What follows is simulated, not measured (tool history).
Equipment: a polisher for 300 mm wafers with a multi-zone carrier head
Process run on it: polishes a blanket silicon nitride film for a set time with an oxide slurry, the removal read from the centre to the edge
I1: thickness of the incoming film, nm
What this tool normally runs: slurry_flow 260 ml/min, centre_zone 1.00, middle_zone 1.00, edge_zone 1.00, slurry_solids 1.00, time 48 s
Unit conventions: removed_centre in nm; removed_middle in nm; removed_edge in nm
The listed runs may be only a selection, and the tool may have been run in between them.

run 1 hour=0.0 | slurry_flow=260 centre_zone=1.00 middle_zone=1.00 edge_zone=1.00 slurry_solids=1.00 time=48 | I1=310.8 | removed_centre=27.2 removed_middle=27.4 removed_edge=27.3
run 2 hour=112.4 | slurry_flow=260 centre_zone=1.00 middle_zone=1.00 edge_zone=1.00 slurry_solids=1.00 time=48 | I1=311.8 | removed_centre=28.2 removed_middle=27.5 removed_edge=27.2
run 3 hour=144.3 | slurry_flow=260 centre_zone=1.00 middle_zone=1.00 edge_zone=1.00 slurry_solids=1.00 time=48 | I1=310.7 | removed_centre=27.2 removed_middle=27.2 removed_edge=26.7
-- hour=156.1 slurry nozzle cleaned
run 4 hour=202.1 | slurry_flow=260 centre_zone=1.00 middle_zone=1.00 edge_zone=1.00 slurry_solids=1.00 time=48 | I1=309.1 | removed_centre=27.6 removed_middle=27.4 removed_edge=27.2
-- hour=208.4 worn pad replaced by a new one
run 5 hour=232.6 | slurry_flow=260 centre_zone=1.00 middle_zone=1.00 edge_zone=1.00 slurry_solids=1.00 time=48 | I1=307.7 | removed_centre=28.4 removed_middle=27.7 removed_edge=26.7
-- hour=241.7 carrier head's membrane replaced by a new one
run 6 hour=302.4 | slurry_flow=260 centre_zone=1.00 middle_zone=1.00 edge_zone=1.00 slurry_solids=1.00 time=48 | I1=309.2 | removed_centre=28.1 removed_middle=27.4 removed_edge=27.0
run 7 hour=330.4 | slurry_flow=260 centre_zone=1.00 middle_zone=1.00 edge_zone=1.00 slurry_solids=1.00 time=48 | I1=314.9 | removed_centre=28.3 removed_middle=26.8 removed_edge=27.4
run 8 hour=376.7 | slurry_flow=260 centre_zone=1.00 middle_zone=1.00 edge_zone=1.00 slurry_solids=1.00 time=48 | I1=306.1 | removed_centre=28.2 removed_middle=27.5 removed_edge=26.8
run 9 hour=409.3 | slurry_flow=260 centre_zone=1.00 middle_zone=1.11 edge_zone=1.08 slurry_solids=1.00 time=48 | I1=315.9 | removed_centre=28.1 removed_middle=30.1 removed_edge=27.8
-- hour=422.4 slurry nozzle cleaned
run 10 hour=466.8 | slurry_flow=260 centre_zone=1.09 middle_zone=1.10 edge_zone=1.00 slurry_solids=1.00 time=48 | I1=310.9 | removed_centre=31.5 removed_middle=29.8 removed_edge=26.9
-- hour=474.5 worn pad replaced by a new one
-- hour=649.5 edge zone pressure recalibrated
run 11 hour=658.9 | slurry_flow=330 centre_zone=1.00 middle_zone=0.88 edge_zone=1.00 slurry_solids=1.00 time=38 | I1=310.0 | removed_centre=24.8 removed_middle=20.1 removed_edge=22.0
-- hour=721.5 centre zone pressure recalibrated
run 12 hour=722.0 | slurry_flow=260 centre_zone=1.00 middle_zone=0.91 edge_zone=1.00 slurry_solids=1.00 time=48 | I1=308.5 | removed_centre=27.3 removed_middle=25.0 removed_edge=27.0
run 13 hour=751.3 | slurry_flow=260 centre_zone=1.00 middle_zone=1.00 edge_zone=1.00 slurry_solids=1.00 time=48 | I1=315.0 | removed_centre=27.2 removed_middle=27.8 removed_edge=27.3
-- hour=770.2 slurry nozzle cleaned
-- hour=772.3 worn pad replaced by a new one
-- hour=929.3 carrier head's membrane replaced by a new one
run 14 hour=929.9 | slurry_flow=260 centre_zone=1.00 middle_zone=1.00 edge_zone=1.00 slurry_solids=1.00 time=48 | I1=313.1 | removed_centre=27.7 removed_middle=27.5 removed_edge=27.0

For run 15, what comes out?
run 15 hour=961.6 | slurry_flow=260 centre_zone=1.00 middle_zone=1.07 edge_zone=1.00 slurry_solids=0.85 time=48 | I1=314.5 | removed_centre=? removed_middle=? removed_edge=?

removed_centre: 27.0 nm
removed_middle: 27.6 nm
removed_edge: 25.8 nm
With the hidden condition absent and the run-to-run variation left alone, this run would have shown removed_centre 26.8 nm, removed_middle 27.6 nm, removed_edge 25.8 nm.
